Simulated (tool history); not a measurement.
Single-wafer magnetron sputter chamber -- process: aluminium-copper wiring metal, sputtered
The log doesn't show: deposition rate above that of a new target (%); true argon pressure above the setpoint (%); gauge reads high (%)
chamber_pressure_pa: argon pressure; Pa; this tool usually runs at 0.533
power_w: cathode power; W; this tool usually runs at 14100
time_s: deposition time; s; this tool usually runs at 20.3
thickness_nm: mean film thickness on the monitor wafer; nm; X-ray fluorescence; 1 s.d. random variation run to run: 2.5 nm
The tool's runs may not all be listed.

| run | hour | chamber_pressure_pa | power_w | time_s | wafers since the last listed run | wafers on the sputter target | hours since the last manometer calibration | hours since the magnet pack was replaced | hours since the gauge calibration | read-back reference wafer on the same gauge, thickness_nm | thickness_nm |
|---|---|---|---|---|---|---|---|---|---|---|---|
| 1 | 0.0 | 0.533 | 12600 | 20.3 | 0 | 6198 | 1220.8 | 4779.9 | 783.5 | 378.274 | 402.897 |
| 2 | 25.6 | 0.533 | 14100 | 20.3 | 716 | 6914 | 1246.4 | 4805.5 | 809.1 | 378.362 | 446.310 |
| 3 | 69.0 | 0.533 | 14100 | 20.3 | 1214 | 8129 | 1289.8 | 4848.9 | 852.5 | 377.825 | 451.183 |
|  | 87.2 | sputter target and shields replaced |
| 4 | 93.0 | 0.533 | 14100 | 20.3 | 447 | 161 | 1313.8 | 4872.9 | 876.5 | 378.282 | 451.116 |
| 5 | 120.6 | 0.533 | 14100 | 20.3 | 772 | 933 | 1341.4 | 4900.5 | 904.1 | 377.775 | 449.085 |
|  | 135.2 | magnet pack replaced |
| 6 | 144.7 | 0.533 | 14100 | 20.3 | 450 | 1384 | 1365.5 | 9.5 | 928.2 | 378.139 | 452.766 |
| 7 | 162.0 | 0.533 | 14100 | 20.3 | 484 | 1868 | 1382.8 | 26.8 | 945.5 | 377.814 | 446.395 |
| 8 | 194.1 | 0.533 | 14100 | 20.3 | 898 | 2766 | 1414.9 | 58.9 | 977.6 | 377.814 | 447.214 |
| 9 | 225.6 | 0.533 | 14100 | 20.3 | 881 | 3648 | 1446.4 | 90.4 | 1009.1 | 377.878 | 449.797 |
| 10 | 246.2 | 0.533 | 14100 | 20.3 | 576 | 4224 | 1467.0 | 111.0 | 1029.7 | 378.042 | 448.348 |
| 11 | 278.7 | 0.533 | 14100 | 20.3 | 909 | 5134 | 1499.5 | 143.5 | 1062.2 | 378.025 | 449.170 |
| 12 | 297.7 | 0.533 | 14100 | 20.3 | 531 | 5666 | 1518.5 | 162.5 | 1081.2 | 378.321 | 449.359 |
| 13 | 321.7 | 0.351 | 16700 | 17.7 | 671 | 6337 | 1542.5 | 186.5 | 1105.2 | 378.261 | 493.635 |
|  | 344.0 | sputter target and shields replaced |
| 14 | 350.1 | 0.533 | 14100 | 20.3 | 570 | 169 | 1570.9 | 214.9 | 1133.6 | 378.366 | 453.544 |
| 15 | 372.5 | 0.533 | 15100 | 18.9 | 626 | 796 | 1593.3 | 237.3 | 1156.0 | 378.060 | 450.171 |
| 16 | 386.4 | 0.370 | 16500 | 20.3 | 389 | 1185 | 1607.2 | 251.2 | 1169.9 | 377.491 | 561.841 |
| 17 | 412.1 | 0.634 | 16600 | 19.2 | 719 | 1905 | 1632.9 | 276.9 | 1195.6 | 378.158 | 486.228 |
| 18 | 424.2 | 0.533 | 12800 | 20.3 | 338 | 2243 | 1645.0 | 289.0 | 1207.7 | 378.071 | 407.017 |
| 19 | 455.7 | 0.419 | 12150 | 20.3 | 881 | 3125 | 1676.5 | 320.5 | 1239.2 | 378.142 | 400.235 |
|  | 469.5 | capacitance manometer re-zeroed and calibrated |
| 20 | 483.5 | 0.533 | 10750 | 20.3 | 554 | 3679 | 14.0 | 348.3 | 1267.0 | 378.055 | 339.795 |
|  | 490.2 | gauge calibrated |
| 21 | 506.4 | 0.533 | 12150 | 20.3 | 640 | 4320 | 36.9 | 371.2 | 16.2 | 378.373 | 383.828 |
| 22 | 539.1 | 0.436 | 15900 | 18.4 | 915 | 5235 | 69.6 | 403.9 | 48.9 | 378.025 | 473.498 |
| 23 | 573.4 | 0.394 | 14100 | 20.3 | 959 | 6195 | 103.9 | 438.2 | 83.2 | 378.407 | 469.727 |
| 24 | 595.0 | 0.654 | 11550 | 17.9 | 604 | 6799 | 125.5 | 459.8 | 104.8 | 377.483 | 316.355 |
| 25 | 612.1 | 0.533 | 14100 | 20.3 | 478 | 7278 | 142.6 | 476.9 | 121.9 | 377.705 | 451.065 |
| 26 | 636.2 | 0.533 | 14100 | 20.3 | 674 | 7953 | 166.7 | 501.0 | 146.0 | 378.538 | 454.803 |
|  | 660.9 | sputter target and shields replaced |
| 27 | 664.2 | 0.428 | 17450 | 17.1 | 559 | 93 | 194.7 | 529.0 | 174.0 | 377.842 | 487.165 |
| 28 | 683.0 | 0.533 | 14100 | 20.3 | 526 | 619 | 213.5 | 547.8 | 192.8 | 378.125 | 451.793 |
| 29 | 702.8 | 0.533 | 12450 | 17.2 | 554 | 1173 | 233.3 | 567.6 | 212.6 | 377.984 | 337.335 |
| 30 | 718.3 | 0.730 | 12150 | 20.3 | 433 | 1607 | 248.8 | 583.1 | 228.1 | 378.122 | 364.286 |
| 31 | 746.8 | 0.347 | 10600 | 17.0 | 797 | 2405 | 277.3 | 611.6 | 256.6 | 378.287 | 300.191 |
| 32 | 778.2 | 0.443 | 14100 | 17.0 | 878 | 3284 | 308.7 | 643.0 | 288.0 | 378.315 | 388.846 |
| 33 | 802.2 | 0.440 | 16150 | 23.5 | 671 | 3955 | 332.7 | 667.0 | 312.0 | 377.919 | 611.144 |
| 34 | 819.2 | 0.369 | 14100 | 20.3 | 475 | 4431 | 349.7 | 684.0 | 329.0 | 377.805 | 475.503 |
| 35 | 837.7 | 0.690 | 11150 | 20.3 | 517 | 4949 | 368.2 | 702.5 | 347.5 | 378.026 | 337.880 |

Consider 4 possible next runs. They are alternatives, not a sequence: every one starts from the tool as it was left by run 35. What does each give?
| A | 838.1 | 0.533 | 14100 | 20.3 | 11 | 4960 | 368.6 | 702.9 | 347.9 | ? | ? |
| B | 838.1 | 0.533 | 11900 | 17.5 | 11 | 4960 | 368.6 | 702.9 | 347.9 | ? | ? |
| C | 838.1 | 0.395 | 15600 | 20.3 | 11 | 4960 | 368.6 | 702.9 | 347.9 | ? | ? |
| D | 838.1 | 0.437 | 16600 | 18.8 | 11 | 4960 | 368.6 | 702.9 | 347.9 | ? | ? |

| run | read-back reference wafer on the same gauge, thickness_nm | thickness_nm |
|---|---|---|
| A | 378.004 | 455.694 |
| B | 378.004 | 331.545 |
| C | 378.004 | 526.433 |
| D | 378.004 | 511.969 |
What these runs would have given with no unlogged condition in the tool:
| run | thickness_nm |
|---|---|
| A | 455.694 |
| B | 331.545 |
| C | 526.433 |
| D | 511.969 |
